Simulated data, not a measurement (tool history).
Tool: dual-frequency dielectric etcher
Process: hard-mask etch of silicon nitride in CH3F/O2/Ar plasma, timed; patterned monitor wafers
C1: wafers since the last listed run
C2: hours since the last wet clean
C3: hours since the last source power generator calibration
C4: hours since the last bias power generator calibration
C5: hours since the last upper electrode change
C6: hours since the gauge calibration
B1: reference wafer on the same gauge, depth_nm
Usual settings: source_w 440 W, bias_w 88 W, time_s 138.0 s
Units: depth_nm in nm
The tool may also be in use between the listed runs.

{"run": 1, "hour": 0.0, "source_w": 440, "bias_w": 100, "time_s": 122.0, "C1": 0, "C2": 198.3, "C3": 3099.6, "C4": 1432.6, "C5": 3853.6, "C6": 616.3, "B1": 116.0, "depth_nm": 94.6}
{"hour": 2.1, "done": "gauge calibrated"}
{"run": 2, "hour": 40.5, "source_w": 440, "bias_w": 100, "time_s": 122.0, "C1": 338, "C2": 238.8, "C3": 3140.1, "C4": 1473.1, "C5": 3894.1, "C6": 38.4, "B1": 116.1, "depth_nm": 94.7}
{"run": 3, "hour": 84.0, "source_w": 440, "bias_w": 100, "time_s": 122.0, "C1": 363, "C2": 282.3, "C3": 3183.6, "C4": 1516.6, "C5": 3937.6, "C6": 81.9, "B1": 115.9, "depth_nm": 95.4}
{"hour": 110.4, "done": "wet clean of the chamber"}
{"run": 4, "hour": 116.4, "source_w": 440, "bias_w": 88, "time_s": 138.0, "C1": 70, "C2": 6.0, "C3": 3216.0, "C4": 1549.0, "C5": 3970.0, "C6": 114.3, "B1": 116.0, "depth_nm": 101.7}
{"run": 5, "hour": 184.2, "source_w": 440, "bias_w": 99, "time_s": 138.0, "C1": 566, "C2": 73.8, "C3": 3283.8, "C4": 1616.8, "C5": 4037.8, "C6": 182.1, "B1": 115.9, "depth_nm": 105.9}
{"run": 6, "hour": 234.7, "source_w": 440, "bias_w": 88, "time_s": 138.0, "C1": 421, "C2": 124.3, "C3": 3334.3, "C4": 1667.3, "C5": 4088.3, "C6": 232.6, "B1": 116.1, "depth_nm": 102.4}
{"run": 7, "hour": 294.5, "source_w": 440, "bias_w": 88, "time_s": 138.0, "C1": 499, "C2": 184.1, "C3": 3394.1, "C4": 1727.1, "C5": 4148.1, "C6": 292.4, "B1": 115.9, "depth_nm": 102.5}
{"run": 8, "hour": 335.3, "source_w": 440, "bias_w": 88, "time_s": 138.0, "C1": 340, "C2": 224.9, "C3": 3434.9, "C4": 1767.9, "C5": 4188.9, "C6": 333.2, "B1": 116.0, "depth_nm": 102.0}
{"hour": 348.4, "done": "bias power generator calibrated"}
{"run": 9, "hour": 385.7, "source_w": 440, "bias_w": 88, "time_s": 138.0, "C1": 387, "C2": 275.3, "C3": 3485.3, "C4": 37.3, "C5": 4239.3, "C6": 383.6, "B1": 116.1, "depth_nm": 104.8}
{"run": 10, "hour": 427.0, "source_w": 440, "bias_w": 88, "time_s": 138.0, "C1": 344, "C2": 316.6, "C3": 3526.6, "C4": 78.6, "C5": 4280.6, "C6": 424.9, "B1": 116.1, "depth_nm": 104.6}
{"hour": 498.2, "done": "source power generator calibrated"}
{"hour": 502.5, "done": "wet clean of the chamber"}
{"hour": 522.1, "done": "upper electrode replaced"}
{"run": 11, "hour": 522.6, "source_w": 390, "bias_w": 88, "time_s": 138.0, "C1": 565, "C2": 20.1, "C3": 24.4, "C4": 174.2, "C5": 0.5, "C6": 520.5, "B1": 116.0, "depth_nm": 99.2}
{"run": 12, "hour": 551.9, "source_w": 390, "bias_w": 88, "time_s": 152.0, "C1": 244, "C2": 49.4, "C3": 53.7, "C4": 203.5, "C5": 29.8, "C6": 549.8, "B1": 115.9, "depth_nm": 109.7}
{"run": 13, "hour": 578.6, "source_w": 520, "bias_w": 101, "time_s": 124.0, "C1": 222, "C2": 76.1, "C3": 80.4, "C4": 230.2, "C5": 56.5, "C6": 576.5, "B1": 116.0, "depth_nm": 102.8}
{"run": 14, "hour": 641.5, "source_w": 480, "bias_w": 82, "time_s": 138.0, "C1": 525, "C2": 139.0, "C3": 143.3, "C4": 293.1, "C5": 119.4, "C6": 639.4, "B1": 116.0, "depth_nm": 104.4}
{"hour": 744.7, "done": "gauge calibrated"}
{"run": 15, "hour": 773.8, "source_w": 440, "bias_w": 88, "time_s": 138.0, "C1": 1104, "C2": 271.3, "C3": 275.6, "C4": 425.4, "C5": 251.7, "C6": 29.1, "B1": 116.1, "depth_nm": 104.4}
{"run": 16, "hour": 828.0, "source_w": 400, "bias_w": 88, "time_s": 138.0, "C1": 452, "C2": 325.5, "C3": 329.8, "C4": 479.6, "C5": 305.9, "C6": 83.3, "B1": 116.1, "depth_nm": 101.6}
{"hour": 868.2, "done": "wet clean of the chamber"}
{"run": 17, "hour": 885.2, "source_w": 480, "bias_w": 79, "time_s": 176.0, "C1": 277, "C2": 17.0, "C3": 387.0, "C4": 536.8, "C5": 363.1, "C6": 140.5, "B1": 116.0, "depth_nm": 130.7}
{"run": 18, "hour": 909.8, "source_w": 440, "bias_w": 88, "time_s": 138.0, "C1": 205, "C2": 41.6, "C3": 411.6, "C4": 561.4, "C5": 387.7, "C6": 165.1, "B1": 116.1, "depth_nm": 103.0}
{"run": 19, "hour": 952.9, "source_w": 440, "bias_w": 107, "time_s": 176.5, "C1": 359, "C2": 84.7, "C3": 454.7, "C4": 604.5, "C5": 430.8, "C6": 208.2, "B1": 116.1, "depth_nm": 141.2}
{"run": 20, "hour": 985.3, "source_w": 520, "bias_w": 104, "time_s": 101.0, "C1": 270, "C2": 117.1, "C3": 487.1, "C4": 636.9, "C5": 463.2, "C6": 240.6, "B1": 116.0, "depth_nm": 84.5}
{"run": 21, "hour": 1011.3, "source_w": 380, "bias_w": 88, "time_s": 138.0, "C1": 217, "C2": 143.1, "C3": 513.1, "C4": 662.9, "C5": 489.2, "C6": 266.6, "B1": 115.9, "depth_nm": 99.0}
{"run": 22, "hour": 1048.1, "source_w": 440, "bias_w": 88, "time_s": 138.0, "C1": 307, "C2": 179.9, "C3": 549.9, "C4": 699.7, "C5": 526.0, "C6": 303.4, "B1": 116.1, "depth_nm": 104.0}
{"run": 23, "hour": 1074.0, "source_w": 440, "bias_w": 88, "time_s": 122.5, "C1": 216, "C2": 205.8, "C3": 575.8, "C4": 725.6, "C5": 551.9, "C6": 329.3, "B1": 116.0, "depth_nm": 92.5}

Forecast each of these 4 alternatives for the next run:
{"run": "A", "hour": 1074.5, "source_w": 440, "bias_w": 88, "time_s": 103.0, "C1": 4, "C2": 206.3, "C3": 576.3, "C4": 726.1, "C5": 552.4, "C6": 329.8, "B1": "?", "depth_nm": "?"}
{"run": "B", "hour": 1074.5, "source_w": 370, "bias_w": 88, "time_s": 109.0, "C1": 4, "C2": 206.3, "C3": 576.3, "C4": 726.1, "C5": 552.4, "C6": 329.8, "B1": "?", "depth_nm": "?"}
{"run": "C", "hour": 1074.5, "source_w": 440, "bias_w": 88, "time_s": 108.0, "C1": 4, "C2": 206.3, "C3": 576.3, "C4": 726.1, "C5": 552.4, "C6": 329.8, "B1": "?", "depth_nm": "?"}
{"run": "D", "hour": 1074.5, "source_w": 390, "bias_w": 88, "time_s": 151.5, "C1": 4, "C2": 206.3, "C3": 576.3, "C4": 726.1, "C5": 552.4, "C6": 329.8, "B1": "?", "depth_nm": "?"}

run=A B1=115.9 depth_nm=77.6
run=B B1=115.9 depth_nm=77.7
run=C B1=115.9 depth_nm=81.4
run=D B1=115.9 depth_nm=109.8
Without the tool's hidden state the same runs would have given:
run=A depth_nm=77.2
run=B depth_nm=77.3
run=C depth_nm=80.9
run=D depth_nm=109.2
